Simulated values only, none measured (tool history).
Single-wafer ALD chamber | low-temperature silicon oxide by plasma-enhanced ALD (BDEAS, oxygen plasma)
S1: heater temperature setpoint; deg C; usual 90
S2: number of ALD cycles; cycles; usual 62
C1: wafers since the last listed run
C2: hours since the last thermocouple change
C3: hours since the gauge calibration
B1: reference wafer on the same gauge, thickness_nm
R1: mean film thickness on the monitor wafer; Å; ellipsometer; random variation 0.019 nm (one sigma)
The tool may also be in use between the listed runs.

Run 1, hour 0.0: usual settings but S2 66 cycles; C1 0; C2 910.5; C3 1.6; B1 7.138. Result: R1 82.26 Å.
Run 2, hour 18.6: usual settings but S2 66 cycles; C1 88; C2 929.1; C3 20.2; B1 7.142. Result: R1 82.06 Å.
Run 3, hour 51.2: usual settings but S2 66 cycles; C1 154; C2 961.7; C3 52.8; B1 7.142. Result: R1 81.83 Å.
Run 4, hour 65.8: usual settings; C1 69; C2 976.3; C3 67.4; B1 7.136. Result: R1 76.95 Å.
Run 5, hour 86.7: usual settings but S2 52 cycles; C1 98; C2 997.2; C3 88.3; B1 7.137. Result: R1 64.78 Å.
Run 6, hour 116.4: usual settings; C1 140; C2 1026.9; C3 118.0; B1 7.145. Result: R1 76.75 Å.
Run 7, hour 132.9: usual settings; C1 78; C2 1043.4; C3 134.5; B1 7.139. Result: R1 76.95 Å.
Run 8, hour 150.6: usual settings; C1 83; C2 1061.1; C3 152.2; B1 7.140. Result: R1 76.91 Å.
Run 9, hour 173.1: usual settings; C1 106; C2 1083.6; C3 174.7; B1 7.138. Result: R1 76.72 Å.
Run 10, hour 201.2: usual settings; C1 133; C2 1111.7; C3 202.8; B1 7.137. Result: R1 76.86 Å.
Run 11, hour 232.4: usual settings but S1 94 deg C, S2 71 cycles; C1 147; C2 1142.9; C3 234.0; B1 7.137. Result: R1 86.84 Å.
Run 12, hour 267.4: usual settings but S1 94 deg C, S2 71 cycles; C1 165; C2 1177.9; C3 269.0; B1 7.137. Result: R1 87.07 Å.
Run 13, hour 286.5: usual settings but S1 94 deg C, S2 71 cycles; C1 90; C2 1197.0; C3 288.1; B1 7.138. Result: R1 87.11 Å.
Run 14, hour 302.9: usual settings but S1 96 deg C, S2 72 cycles; C1 77; C2 1213.4; C3 304.5; B1 7.139. Result: R1 87.55 Å.
Run 15, hour 318.9: usual settings; C1 75; C2 1229.4; C3 320.5; B1 7.143. Result: R1 76.81 Å.
Run 16, hour 351.2: usual settings; C1 152; C2 1261.7; C3 352.8; B1 7.142. Result: R1 76.80 Å.
Run 17, hour 374.0: usual settings; C1 107; C2 1284.5; C3 375.6; B1 7.144. Result: R1 76.34 Å.
Run 18, hour 386.8: usual settings but S1 98 deg C; C1 60; C2 1297.3; C3 388.4; B1 7.137. Result: R1 74.99 Å.
Run 19, hour 418.8: usual settings but S1 78 deg C; C1 151; C2 1329.3; C3 420.4; B1 7.137. Result: R1 79.37 Å.

Forecast run 20:
Run 20, hour 454.8: usual settings; C1 170; C2 1365.3; C3 456.4; B1 ?. Result: R1 ?.

{"run 20": {"B1": 7.134, "R1": 76.73}}
Without the tool's hidden state the same run would have given R1 77.85 Å.
